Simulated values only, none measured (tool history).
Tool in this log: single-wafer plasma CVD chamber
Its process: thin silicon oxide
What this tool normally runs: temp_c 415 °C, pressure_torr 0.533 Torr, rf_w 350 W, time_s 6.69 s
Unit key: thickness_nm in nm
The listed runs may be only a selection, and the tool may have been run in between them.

run	day	temp_c	pressure_torr	rf_w	time_s	wafers since the last listed run	hours since the last thermocouple change	hours since the last RF generator calibration	hours since the last manometer calibration	hours since the showerhead was replaced	hours since the gauge calibration	read-back reference wafer on the same gauge, thickness_nm	thickness_nm
1	0	415	0.533	350	6.69	0	99.4	627.8	1219.2	4274.5	461.8	8.267	7.657
2	2.133	415	0.533	350	6.69	1177	150.6	679	1270.4	4325.7	513	8.281	7.593
3	4.692	415	0.533	350	6.69	1411	212	740.4	1331.8	4387.1	574.4	8.251	7.587
4	8.988	415	0.533	350	6.69	2370	315.1	843.5	1434.9	4490.2	677.5	8.271	7.585
5	10.904	429	0.533	410	5.77	1057	361.1	889.5	1480.9	4536.2	723.5	8.271	6.919
6	12.775	424	0.475	350	7.36	1032	406	934.4	1525.8	4581.1	768.4	8.271	7.446
7	15.4	423	0.533	350	7.35	1448	469	997.4	1588.8	4644.1	831.4	8.267	8.198
8	18.896	415	0.533	290	6.69	1928	552.9	1081.3	1672.7	4728	915.3	8.273	6.934
9	21.871	424	0.569	350	5.84	1641	624.3	1152.7	1744.1	4799.4	986.7	8.275	6.974
# day 24.692: showerhead replaced, of another model than before
10	25.146	403	0.425	285	5.91	1623	702.9	1231.3	1822.7	10.9	1065.3	8.286	4.939
11	27.817	415	0.533	285	5.45	1473	767	1295.4	1886.8	75	1129.4	8.267	5.214
12	30.817	402	0.608	295	7.94	1655	839	1367.4	1958.8	147	1201.4	8.266	8.645
13	34.008	415	0.533	350	6.69	1760	915.6	1444	2035.4	223.6	1278	8.273	7.418
14	36.758	420	0.533	350	6.69	1517	981.6	1510	2101.4	289.6	1344	8.263	7.396
15	39.921	415	0.533	350	6.69	1744	1057.5	1585.9	2177.3	365.5	1419.9	8.261	7.402
16	42.821	429	0.533	305	7.71	1600	1127.1	1655.5	2246.9	435.1	1489.5	8.259	7.674
# day 46.596: gauge calibrated
# day 46.833: thermocouple changed; heater temperature recalibrated
17	46.854	415	0.654	310	5.77	2041	0.5	1752.3	2343.7	531.9	6.2	8.288	6.758
# day 47.933: RF generator calibrated
# day 48.558: capacitance manometer re-zeroed and calibrated
18	48.579	415	0.533	350	5.4	583	41.9	15.5	0.5	573.3	47.6	8.264	6.279
19	51.896	409	0.624	375	6.08	1829	121.5	95.1	80.1	652.9	127.2	8.267	8.161
20	53.812	425	0.533	350	6.01	1057	167.5	141.1	126.1	698.9	173.2	8.279	6.866
21	55.658	415	0.533	350	6.69	1018	211.8	185.4	170.4	743.2	217.5	8.264	7.66
22	59.988	415	0.533	320	5.56	2388	315.7	289.3	274.3	847.1	321.4	8.274	6.014
23	62.292	402	0.533	405	6.69	1271	371	344.6	329.6	902.4	376.7	8.273	8.339
24	65.192	423	0.645	310	7.72	1600	440.6	414.2	399.2	972	446.3	8.274	9.153
25	67.754	419	0.533	350	6.69	1413	502.1	475.7	460.7	1033.5	507.8	8.274	7.555
26	71.208	415	0.533	350	6.69	1905	585	558.6	543.6	1116.4	590.7	8.253	7.549
27	75.383	415	0.533	350	5.38	2303	685.2	658.8	643.8	1216.6	690.9	8.257	6.021
28	77.304	423	0.533	350	6.69	1059	731.3	704.9	689.9	1262.7	737	8.272	7.502

Forecast each of these 5 alternatives for the next run:
A	77.321	415	0.533	350	6.69	9	731.7	705.3	690.3	1263.1	737.4	?	?
B	77.321	415	0.533	350	7.24	9	731.7	705.3	690.3	1263.1	737.4	?	?
C	77.321	415	0.441	350	5.36	9	731.7	705.3	690.3	1263.1	737.4	?	?
D	77.321	426	0.626	300	5.47	9	731.7	705.3	690.3	1263.1	737.4	?	?
E	77.321	428	0.493	350	5.87	9	731.7	705.3	690.3	1263.1	737.4	?	?

run	read-back reference wafer on the same gauge, thickness_nm	thickness_nm
A	8.254	7.548
B	8.254	8.167
C	8.254	5.371
D	8.254	6.158
E	8.254	6.25
What these runs would have given with no unlogged condition in the tool:
run	thickness_nm
A	7.853
B	8.497
C	5.588
D	6.437
E	6.502
